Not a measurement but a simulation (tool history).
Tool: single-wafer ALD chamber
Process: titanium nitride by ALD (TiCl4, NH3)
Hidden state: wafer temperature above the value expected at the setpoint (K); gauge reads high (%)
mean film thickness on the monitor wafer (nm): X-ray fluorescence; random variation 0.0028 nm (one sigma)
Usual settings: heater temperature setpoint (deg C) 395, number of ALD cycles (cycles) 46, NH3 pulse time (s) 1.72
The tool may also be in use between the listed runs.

run,hour,heater temperature setpoint (deg C),number of ALD cycles (cycles),NH3 pulse time (s),wafers since the last listed run,hours since the last thermocouple change,hours since the showerhead was replaced,hours since the gauge calibration,"read-back reference wafer on the same gauge, thickness_nm",mean film thickness on the monitor wafer (nm)
1,0,395,46,1.72,0,412.2,4295,48.8,1.061,1.055
2,41.7,395,46,1.72,127,453.9,4336.7,90.5,1.062,1.05
3,149.4,395,46,1.72,329,561.6,4444.4,198.2,1.062,1.052
4,185.4,389,46,1.72,110,597.6,4480.4,234.2,1.06,1.049
5,268.7,389,46,1.72,254,680.9,4563.7,317.5,1.06,1.046
6,309.1,389,46,1.72,123,721.3,4604.1,357.9,1.06,1.045
7,375.1,395,46,1.72,201,787.3,4670.1,423.9,1.06,1.047
8,477.7,395,46,1.72,313,889.9,4772.7,526.5,1.057,1.045
# hour 486.5: thermocouple changed; heater temperature recalibrated
9,578.3,395,46,1.72,283,91.8,4873.3,627.1,1.054,1.05
10,837.4,395,46,1.72,791,350.9,5132.4,886.2,1.046,1.039
11,907.1,395,46,1.72,213,420.6,5202.1,955.9,1.045,1.038
12,943.7,395,46,1.72,111,457.2,5238.7,992.5,1.044,1.037
13,1033.2,395,46,1.72,273,546.7,5328.2,1082,1.04,1.029
# hour 1052.3: gauge calibrated
14,1072.9,395,46,1.72,121,586.4,5367.9,20.6,1.06,1.061
15,1145.2,395,46,1.72,220,658.7,5440.2,92.9,1.06,1.057
16,1196.7,399,53,1.06,157,710.2,5491.7,144.4,1.059,1.192
17,1303.2,389,53,1.72,325,816.7,5598.2,250.9,1.059,1.208
# hour 1376.7: showerhead replaced
18,1377.2,395,46,1.72,201,890.7,0.5,324.9,1.058,1.05
19,1408.2,404,55,2.4,94,921.7,31.5,355.9,1.058,1.276
# hour 1500.6: thermocouple changed; heater temperature recalibrated
20,1504.3,395,51,1.2,269,3.7,127.6,452,1.056,1.144
21,1609.4,386,53,1.72,321,108.8,232.7,557.1,1.054,1.193
22,1766.3,385,54,2.12,479,265.7,389.6,714,1.051,1.225
23,1810.4,400,41,2.37,134,309.8,433.7,758.1,1.049,0.944
24,1904.6,400,38,1.72,287,404,527.9,852.3,1.047,0.865
25,1990.2,395,53,2.27,261,489.6,613.5,937.9,1.044,1.205
# hour 2047.5: gauge calibrated
26,2055,395,42,1.72,198,554.4,678.3,7.5,1.061,0.967

The same runs without the tool's hidden state, with the same run-to-run variation:
run,mean film thickness on the monitor wafer (nm)
1,1.053
2,1.049
3,1.051
4,1.048
5,1.046
6,1.046
7,1.049
8,1.048
9,1.056
10,1.052
11,1.052
12,1.054
13,1.049
14,1.06
15,1.057
16,1.192
17,1.209
18,1.051
19,1.279
20,1.148
21,1.199
22,1.236
23,0.953
24,0.876
25,1.223
26,0.966
